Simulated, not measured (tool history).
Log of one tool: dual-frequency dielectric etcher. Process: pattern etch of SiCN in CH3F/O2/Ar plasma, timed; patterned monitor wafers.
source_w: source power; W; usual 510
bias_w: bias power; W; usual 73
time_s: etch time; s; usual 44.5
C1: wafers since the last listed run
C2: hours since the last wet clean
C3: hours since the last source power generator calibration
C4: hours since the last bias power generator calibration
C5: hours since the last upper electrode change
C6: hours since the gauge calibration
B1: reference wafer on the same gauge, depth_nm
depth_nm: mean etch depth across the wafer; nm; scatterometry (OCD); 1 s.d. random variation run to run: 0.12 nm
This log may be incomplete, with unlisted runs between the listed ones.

run 1 hour=0 | source_w=410 bias_w=73 time_s=37.5 | C1=0 C2=88.8 C3=4003.8 C4=2568.1 C5=3980.7 C6=683.3 | B1=17.62 | depth_nm=14.61
run 2 hour=49.5 | source_w=410 bias_w=73 time_s=37.5 | C1=835 C2=138.3 C3=4053.3 C4=2617.6 C5=4030.2 C6=732.8 | B1=17.65 | depth_nm=14.61
run 3 hour=73.9 | source_w=410 bias_w=73 time_s=37.5 | C1=411 C2=162.7 C3=4077.7 C4=2642 C5=4054.6 C6=757.2 | B1=17.7 | depth_nm=14.66
run 4 hour=104.2 | source_w=510 bias_w=85 time_s=44.5 | C1=511 C2=193 C3=4108 C4=2672.3 C5=4084.9 C6=787.5 | B1=17.67 | depth_nm=19.45
run 5 hour=130.1 | source_w=510 bias_w=85 time_s=44.5 | C1=436 C2=218.9 C3=4133.9 C4=2698.2 C5=4110.8 C6=813.4 | B1=17.72 | depth_nm=19.59
run 6 hour=162 | source_w=510 bias_w=85 time_s=44.5 | C1=538 C2=250.8 C3=4165.8 C4=2730.1 C5=4142.7 C6=845.3 | B1=17.81 | depth_nm=19.64
run 7 hour=219.3 | source_w=510 bias_w=73 time_s=44.5 | C1=966 C2=308.1 C3=4223.1 C4=2787.4 C5=4200 C6=902.6 | B1=17.84 | depth_nm=18.91
run 8 hour=244.4 | source_w=510 bias_w=73 time_s=44.5 | C1=423 C2=333.2 C3=4248.2 C4=2812.5 C5=4225.1 C6=927.7 | B1=17.88 | depth_nm=18.79
-- hour=296.5 wet clean of the chamber
run 9 hour=297 | source_w=510 bias_w=73 time_s=44.5 | C1=482 C2=0.5 C3=4300.8 C4=2865.1 C5=4277.7 C6=980.3 | B1=17.99 | depth_nm=18.87
-- hour=360.5 upper electrode replaced
run 10 hour=361 | source_w=510 bias_w=73 time_s=44.5 | C1=674 C2=64.5 C3=4364.8 C4=2929.1 C5=0.5 C6=1044.3 | B1=18.05 | depth_nm=19.36
run 11 hour=406.3 | source_w=510 bias_w=73 time_s=44.5 | C1=764 C2=109.8 C3=4410.1 C4=2974.4 C5=45.8 C6=1089.6 | B1=18.09 | depth_nm=19.19
run 12 hour=431.1 | source_w=510 bias_w=73 time_s=44.5 | C1=418 C2=134.6 C3=4434.9 C4=2999.2 C5=70.6 C6=1114.4 | B1=18.16 | depth_nm=19.25
-- hour=431.2 gauge calibrated
run 13 hour=495.2 | source_w=510 bias_w=73 time_s=44.5 | C1=1081 C2=198.7 C3=4499 C4=3063.3 C5=134.7 C6=64 | B1=17.33 | depth_nm=18.41
run 14 hour=548.5 | source_w=510 bias_w=73 time_s=44.5 | C1=899 C2=252 C3=4552.3 C4=3116.6 C5=188 C6=117.3 | B1=17.31 | depth_nm=18.22
run 15 hour=596.9 | source_w=510 bias_w=73 time_s=44.5 | C1=816 C2=300.4 C3=4600.7 C4=3165 C5=236.4 C6=165.7 | B1=17.3 | depth_nm=18.39
run 16 hour=647.4 | source_w=390 bias_w=58 time_s=36.5 | C1=852 C2=350.9 C3=4651.2 C4=3215.5 C5=286.9 C6=216.2 | B1=17.38 | depth_nm=12.91
run 17 hour=698.5 | source_w=510 bias_w=73 time_s=44.5 | C1=862 C2=402 C3=4702.3 C4=3266.6 C5=338 C6=267.3 | B1=17.34 | depth_nm=18.51
run 18 hour=732.2 | source_w=510 bias_w=73 time_s=57 | C1=568 C2=435.7 C3=4736 C4=3300.3 C5=371.7 C6=301 | B1=17.37 | depth_nm=23.48
-- hour=741.2 source power generator calibrated
-- hour=774.6 wet clean of the chamber
run 19 hour=775.1 | source_w=390 bias_w=68 time_s=52.5 | C1=251 C2=0.5 C3=33.9 C4=3343.2 C5=414.6 C6=343.9 | B1=17.42 | depth_nm=19.29
run 20 hour=813.2 | source_w=470 bias_w=55 time_s=38.5 | C1=642 C2=38.6 C3=72 C4=3381.3 C5=452.7 C6=382 | B1=17.37 | depth_nm=14.39
-- hour=903.5 bias power generator calibrated
run 21 hour=907.3 | source_w=590 bias_w=80 time_s=31 | C1=1520 C2=132.7 C3=166.1 C4=3.8 C5=546.8 C6=476.1 | B1=17.45 | depth_nm=13.86
run 22 hour=958 | source_w=510 bias_w=73 time_s=44.5 | C1=855 C2=183.4 C3=216.8 C4=54.5 C5=597.5 C6=526.8 | B1=17.47 | depth_nm=18.38
run 23 hour=1018.4 | source_w=510 bias_w=73 time_s=44.5 | C1=1019 C2=243.8 C3=277.2 C4=114.9 C5=657.9 C6=587.2 | B1=17.5 | depth_nm=18.69
run 24 hour=1072.3 | source_w=580 bias_w=73 time_s=57 | C1=909 C2=297.7 C3=331.1 C4=168.8 C5=711.8 C6=641.1 | B1=17.55 | depth_nm=24.67
run 25 hour=1105.8 | source_w=590 bias_w=73 time_s=44.5 | C1=565 C2=331.2 C3=364.6 C4=202.3 C5=745.3 C6=674.6 | B1=17.66 | depth_nm=19.74
run 26 hour=1169.4 | source_w=420 bias_w=73 time_s=34 | C1=1073 C2=394.8 C3=428.2 C4=265.9 C5=808.9 C6=738.2 | B1=17.59 | depth_nm=13.3

Consider 3 possible next runs. They are alternatives, not a sequence: every one starts from the tool as it was left by run 26. What does each give?
run A hour=1169.8 | source_w=510 bias_w=73 time_s=44.5 | C1=6 C2=395.2 C3=428.6 C4=266.3 C5=809.3 C6=738.6 | B1=? | depth_nm=?
run B hour=1169.8 | source_w=620 bias_w=85 time_s=34 | C1=6 C2=395.2 C3=428.6 C4=266.3 C5=809.3 C6=738.6 | B1=? | depth_nm=?
run C hour=1169.8 | source_w=550 bias_w=82 time_s=51 | C1=6 C2=395.2 C3=428.6 C4=266.3 C5=809.3 C6=738.6 | B1=? | depth_nm=?

run=A B1=17.72 depth_nm=18.67
run=B B1=17.72 depth_nm=15.97
run=C B1=17.72 depth_nm=22.73
Stripped of hidden state, with their random variation kept, the same runs would have yielded:
run=A depth_nm=18.28
run=B depth_nm=15.64
run=C depth_nm=22.25

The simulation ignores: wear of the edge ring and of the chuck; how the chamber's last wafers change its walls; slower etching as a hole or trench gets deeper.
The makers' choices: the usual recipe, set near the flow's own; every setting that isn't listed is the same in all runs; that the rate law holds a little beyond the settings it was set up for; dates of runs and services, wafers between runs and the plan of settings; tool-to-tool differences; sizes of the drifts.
